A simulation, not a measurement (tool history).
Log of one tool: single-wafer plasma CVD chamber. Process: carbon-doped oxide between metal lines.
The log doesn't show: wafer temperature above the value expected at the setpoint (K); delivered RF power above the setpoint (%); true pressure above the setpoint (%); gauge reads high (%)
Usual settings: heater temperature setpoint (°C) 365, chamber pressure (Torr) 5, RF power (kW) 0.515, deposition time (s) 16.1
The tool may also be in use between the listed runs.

run	hour	heater temperature setpoint (°C)	chamber pressure (Torr)	RF power (kW)	deposition time (s)	wafers since the last listed run	hours since the last thermocouple change	hours since the last RF generator calibration	hours since the last manometer calibration	hours since the showerhead was replaced	hours since the gauge calibration	read-back reference wafer on the same gauge, thickness_nm	mean film thickness on the monitor wafer (Å)
1	0	365	5	0.445	16.1	0	777.1	774.9	1425.6	3046.4	1756.8	84.571	678.46
2	65.4	365	5	0.54	16.1	2208	842.5	840.3	1491	3111.8	1822.2	84.6	779.03
3	134	372	5	0.515	16.1	2316	911.1	908.9	1559.6	3180.4	1890.8	84.599	748.43
# hour 184.8: capacitance manometer re-zeroed and calibrated
4	188.2	372	5	0.515	16.1	1559	965.3	963.1	3.4	3234.6	1945	84.584	741.21
# hour 224.2: RF generator calibrated
5	293.4	365	5	0.515	16.1	3281	1070.5	69.2	108.6	3339.8	2050.2	84.629	761.8
# hour 321.4: showerhead replaced
6	367.9	365	5	0.515	16.1	2245	1145	143.7	183.1	46.5	2124.7	84.604	764.6
7	440.1	365	5	0.515	16.1	2437	1217.2	215.9	255.3	118.7	2196.9	84.582	759.21
8	512.3	365	5	0.515	16.1	2437	1289.4	288.1	327.5	190.9	2269.1	84.602	759.63
9	599.5	365	5	0.515	16.1	2944	1376.6	375.3	414.7	278.1	2356.3	84.584	760.35
10	682.4	355	5	0.515	16.1	2799	1459.5	458.2	497.6	361	2439.2	84.573	772.44
# hour 775.3: gauge calibrated
11	788.1	365	5	0.515	13	3568	1565.2	563.9	603.3	466.7	12.8	84.641	611.88
12	831.6	365	5	0.43	14.1	1468	1608.7	607.4	646.8	510.2	56.3	84.581	577.34
13	968.6	355	5	0.515	17.7	4625	1745.7	744.4	783.8	647.2	193.3	84.629	845.65
14	1056.5	371	6.1	0.515	18.1	2967	1833.6	832.3	871.7	735.1	281.2	84.582	859.79
# hour 1124.1: RF generator calibrated
# hour 1130.3: thermocouple changed; heater temperature recalibrated
15	1153.2	365	5	0.515	16.1	2786	22.9	29.1	968.4	831.8	377.9	84.591	773.9
16	1242.3	365	5	0.515	16.1	3008	112	118.2	1057.5	920.9	467	84.576	767.68
17	1327.5	365	5	0.515	17.4	2876	197.2	203.4	1142.7	1006.1	552.2	84.625	825.39
18	1422.3	365	5	0.515	16.1	3200	292	298.2	1237.5	1100.9	647	84.609	763.41
19	1467.3	352	6.05	0.515	16.1	1519	337	343.2	1282.5	1145.9	692	84.583	803.69
20	1573.2	356	5	0.485	16.1	3575	442.9	449.1	1388.4	1251.8	797.9	84.639	748.75
21	1638.8	365	5.98	0.455	16.1	2214	508.5	514.7	1454	1317.4	863.5	84.554	711
22	1716	365	5	0.44	16.1	2606	585.7	591.9	1531.2	1394.6	940.7	84.594	677.51
23	1777.6	365	5.8	0.515	16.9	2079	647.3	653.5	1592.8	1456.2	1002.3	84.623	815.79
# hour 1819.7: capacitance manometer re-zeroed and calibrated
24	1857.7	365	5	0.515	16.1	2434	727.4	733.6	38	1536.3	1082.4	84.653	756.67
25	1939.6	358	4.18	0.515	16.1	2765	809.3	815.5	119.9	1618.2	1164.3	84.627	747.24

Forecast run 26:
26	2000.8	359	4.15	0.55	13.3	2066	870.5	876.7	181.1	1679.4	1225.5	?	?

{"run 26": {"read-back reference wafer on the same gauge, thickness_nm": 84.614, "mean film thickness on the monitor wafer (Å)": 641.65}}
Without the tool's hidden state the same run would have given mean film thickness on the monitor wafer (Å) 653.95.
